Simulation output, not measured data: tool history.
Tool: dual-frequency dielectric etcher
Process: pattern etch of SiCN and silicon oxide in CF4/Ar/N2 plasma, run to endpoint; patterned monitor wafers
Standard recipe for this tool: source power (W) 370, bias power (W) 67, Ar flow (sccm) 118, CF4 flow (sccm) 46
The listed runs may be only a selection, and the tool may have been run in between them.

run	hour	source power (W)	bias power (W)	Ar flow (sccm)	CF4 flow (sccm)	incoming incoming film thickness, nm	endpoint time (s)
1	0	370	67	130	46	10.71	15.1
2	8.8	370	67	118	46	10.82	15.1
3	62.5	370	67	118	46	10.65	14.7
4	71.8	370	67	118	46	10.63	14.6
5	88.6	370	67	118	46	10.77	14.9
6	103.9	370	67	118	46	10.68	14.6
# hour 135.1: bias power generator calibrated
# hour 136.4: upper electrode replaced, of another model than before
# hour 158.1: wet clean of the chamber
7	158.6	350	67	118	46	10.75	16.1
8	158.9	350	67	118	46	10.69	15.9
9	159.3	370	67	118	46	10.62	15.1
10	159.6	370	67	118	46	10.77	15.4
11	168.7	370	67	131	46	10.73	15.6
12	181.1	420	67	101	46	10.79	13.7
# hour 194.2: source power generator calibrated
13	195.8	330	83	118	53	10.69	14.7
# hour 201.9: CF4 flow controller replaced
14	207.1	430	67	118	38	10.85	14.5
15	217.6	370	67	118	46	10.68	15.1
# hour 228.1: Ar flow controller replaced
16	228.6	370	80	118	46	10.78	14.3
17	244.1	370	61	118	46	10.66	15.5
18	255.7	410	67	118	46	10.63	14
19	266.2	370	67	118	46	10.74	15.1
20	275	430	52	118	46	10.6	14.8
21	281.2	370	67	118	46	10.67	14.9
22	289.4	370	80	135	35	10.72	15.2
23	301.8	370	73	118	39	10.65	14.9

For each run, what was the tool's unlogged condition?
source power that arrives over what is set, %: 0 at every run
bias power that arrives over what is set, %: 0 at every run
Ar flow that arrives over what is set, %: 0 at every run
CF4 flow that arrives over what is set, %: 0 at every run
H1: etch rate over this chamber's usual, %
run	H1
1	3.12
2	3.25
3	4
4	4.13
5	4.37
6	4.58
7	0.305
8	0.309
9	0.314
10	0.319
11	0.446
12	0.62
13	0.826
14	0.984
15	1.13
16	1.29
17	1.5
18	1.66
19	1.81
20	1.94
21	2.02
22	2.14
23	2.31
